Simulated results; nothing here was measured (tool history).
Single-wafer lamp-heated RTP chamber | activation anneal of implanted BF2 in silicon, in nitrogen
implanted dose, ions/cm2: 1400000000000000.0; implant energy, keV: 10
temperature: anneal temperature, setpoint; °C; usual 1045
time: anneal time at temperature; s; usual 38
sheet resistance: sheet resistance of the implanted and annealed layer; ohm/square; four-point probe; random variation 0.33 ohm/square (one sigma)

run,hour,temperature,time,"read-back reference wafer on the same gauge, sheet resistance",sheet resistance
1,0.0,1045,38,150.98,124.73
2,47.7,1045,38,151.04,124.19
# hour 57.9: pyrometer window cleaned and pyrometer calibrated
3,86.0,1045,38,151.12,124.41
4,150.4,1045,38,151.04,124.03
5,255.0,1028,38,150.99,134.57
# hour 306.0: reflector plate cleaned
6,342.3,1028,38,151.07,138.13
# hour 359.3: gauge calibrated
7,404.2,1045,38,150.93,126.34
8,490.3,1045,38,150.99,126.04
9,546.4,1045,38,151.02,125.33
# hour 555.0: pyrometer window cleaned and pyrometer calibrated
10,644.4,1045,38,150.89,125.10
11,696.2,1045,38,151.04,125.18
12,773.3,1074,59,150.94,89.05
13,843.8,1016,55,151.04,135.46
# hour 874.3: reflector plate cleaned
14,943.3,1016,51,150.97,141.20
# hour 997.8: pyrometer window cleaned and pyrometer calibrated
15,1043.1,1019,38,151.03,145.71

Forecast run 16:
16,1090.7,1045,38,?,?

read-back reference wafer on the same gauge, sheet resistance: 151.07
sheet resistance: 125.92 ohm/square
Without the tool's hidden state the same run would have given sheet resistance 127.28 ohm/square.

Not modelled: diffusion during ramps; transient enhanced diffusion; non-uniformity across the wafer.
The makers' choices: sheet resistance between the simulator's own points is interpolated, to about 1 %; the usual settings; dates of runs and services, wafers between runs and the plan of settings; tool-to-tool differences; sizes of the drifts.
